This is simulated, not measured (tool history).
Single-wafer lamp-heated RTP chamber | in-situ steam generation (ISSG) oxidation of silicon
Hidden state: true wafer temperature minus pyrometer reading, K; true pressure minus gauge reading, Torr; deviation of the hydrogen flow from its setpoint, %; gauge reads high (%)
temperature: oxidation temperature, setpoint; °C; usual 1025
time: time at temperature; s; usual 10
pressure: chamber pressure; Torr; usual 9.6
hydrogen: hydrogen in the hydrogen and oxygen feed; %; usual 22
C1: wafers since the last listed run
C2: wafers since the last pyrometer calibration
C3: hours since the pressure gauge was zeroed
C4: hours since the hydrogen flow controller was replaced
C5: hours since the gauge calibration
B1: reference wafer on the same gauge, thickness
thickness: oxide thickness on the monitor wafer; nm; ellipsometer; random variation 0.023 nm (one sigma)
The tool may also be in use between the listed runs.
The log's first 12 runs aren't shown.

run 13 hour=1014.3 | temperature=1025 time=10 pressure=9.6 hydrogen=22 | C1=1135 C2=3977 C3=395.4 C4=505.3 C5=3112.9 | B1=4.488 | thickness=4.316
-- hour=1055.0 gauge calibrated
run 14 hour=1075.0 | temperature=1013 time=10 pressure=9.6 hydrogen=22 | C1=685 C2=4662 C3=456.1 C4=566.0 C5=20.0 | B1=4.499 | thickness=4.122
run 15 hour=1131.4 | temperature=1037 time=10 pressure=9.6 hydrogen=18 | C1=636 C2=5299 C3=512.5 C4=622.4 C5=76.4 | B1=4.484 | thickness=4.391
run 16 hour=1234.5 | temperature=1025 time=10 pressure=9.6 hydrogen=29 | C1=1163 C2=6463 C3=615.6 C4=725.5 C5=179.5 | B1=4.486 | thickness=4.717
run 17 hour=1275.7 | temperature=1025 time=8 pressure=9.1 hydrogen=22 | C1=465 C2=6928 C3=656.8 C4=766.7 C5=220.7 | B1=4.494 | thickness=4.034
-- hour=1286.1 pyrometer window cleaned and pyrometer calibrated
run 18 hour=1339.2 | temperature=1025 time=10 pressure=9.6 hydrogen=22 | C1=626 C2=598 C3=720.3 C4=830.2 C5=284.2 | B1=4.488 | thickness=4.220
run 19 hour=1429.8 | temperature=1025 time=12 pressure=8.4 hydrogen=16 | C1=1022 C2=1621 C3=810.9 C4=920.8 C5=374.8 | B1=4.490 | thickness=4.414
run 20 hour=1503.2 | temperature=1038 time=13 pressure=9.6 hydrogen=26 | C1=828 C2=2450 C3=884.3 C4=994.2 C5=448.2 | B1=4.496 | thickness=5.315
run 21 hour=1561.0 | temperature=1015 time=10 pressure=10.2 hydrogen=12 | C1=652 C2=3102 C3=942.1 C4=1052.0 C5=506.0 | B1=4.483 | thickness=3.553
run 22 hour=1653.9 | temperature=1025 time=10 pressure=9.6 hydrogen=19 | C1=1048 C2=4151 C3=1035.0 C4=1144.9 C5=598.9 | B1=4.486 | thickness=4.175
run 23 hour=1730.7 | temperature=1039 time=10 pressure=9.6 hydrogen=22 | C1=866 C2=5018 C3=1111.8 C4=1221.7 C5=675.7 | B1=4.504 | thickness=4.633
-- hour=1764.4 pyrometer window cleaned and pyrometer calibrated
run 24 hour=2044.3 | temperature=1025 time=10 pressure=8.5 hydrogen=14 | C1=3449 C2=3159 C3=1425.4 C4=1535.3 C5=989.3 | B1=4.496 | thickness=3.913
run 25 hour=2117.8 | temperature=1025 time=10 pressure=9.6 hydrogen=22 | C1=829 C2=3988 C3=1498.9 C4=1608.8 C5=1062.8 | B1=4.499 | thickness=4.309
run 26 hour=2218.8 | temperature=1025 time=12 pressure=9.0 hydrogen=22 | C1=1140 C2=5128 C3=1599.9 C4=1709.8 C5=1163.8 | B1=4.485 | thickness=4.792
run 27 hour=2255.8 | temperature=1032 time=8 pressure=9.6 hydrogen=22 | C1=417 C2=5546 C3=1636.9 C4=1746.8 C5=1200.8 | B1=4.496 | thickness=4.085
-- hour=2278.3 pyrometer window cleaned and pyrometer calibrated
run 28 hour=2352.1 | temperature=1038 time=13 pressure=9.6 hydrogen=26 | C1=996 C2=832 C3=1733.2 C4=1843.1 C5=1297.1 | B1=4.481 | thickness=5.289
run 29 hour=2395.6 | temperature=1025 time=7 pressure=9.6 hydrogen=22 | C1=491 C2=1323 C3=1776.7 C4=1886.6 C5=1340.6 | B1=4.488 | thickness=3.630
run 30 hour=2461.6 | temperature=1025 time=10 pressure=9.6 hydrogen=22 | C1=745 C2=2068 C3=1842.7 C4=1952.6 C5=1406.6 | B1=4.500 | thickness=4.262

5 ways to go on from here, each from the tool as it stands after run 30. What would each give?
run A hour=2462.0 | temperature=1025 time=10 pressure=9.6 hydrogen=22 | C1=4 C2=2073 C3=1843.1 C4=1953.0 C5=1407.0 | B1=? | thickness=?
run B hour=2462.0 | temperature=1032 time=10 pressure=10.2 hydrogen=22 | C1=4 C2=2073 C3=1843.1 C4=1953.0 C5=1407.0 | B1=? | thickness=?
run C hour=2462.0 | temperature=1013 time=12 pressure=10.2 hydrogen=22 | C1=4 C2=2073 C3=1843.1 C4=1953.0 C5=1407.0 | B1=? | thickness=?
run D hour=2462.0 | temperature=1012 time=13 pressure=8.1 hydrogen=29 | C1=4 C2=2073 C3=1843.1 C4=1953.0 C5=1407.0 | B1=? | thickness=?
run E hour=2462.0 | temperature=1025 time=8 pressure=10.2 hydrogen=28 | C1=4 C2=2073 C3=1843.1 C4=1953.0 C5=1407.0 | B1=? | thickness=?

run=A B1=4.496 thickness=4.273
run=B B1=4.496 thickness=4.339
run=C B1=4.496 thickness=4.375
run=D B1=4.496 thickness=5.006
run=E B1=4.496 thickness=4.047
Without the tool's hidden state the same runs would have given:
run=A thickness=4.253
run=B thickness=4.317
run=C thickness=4.355
run=D thickness=4.981
run=E thickness=4.029

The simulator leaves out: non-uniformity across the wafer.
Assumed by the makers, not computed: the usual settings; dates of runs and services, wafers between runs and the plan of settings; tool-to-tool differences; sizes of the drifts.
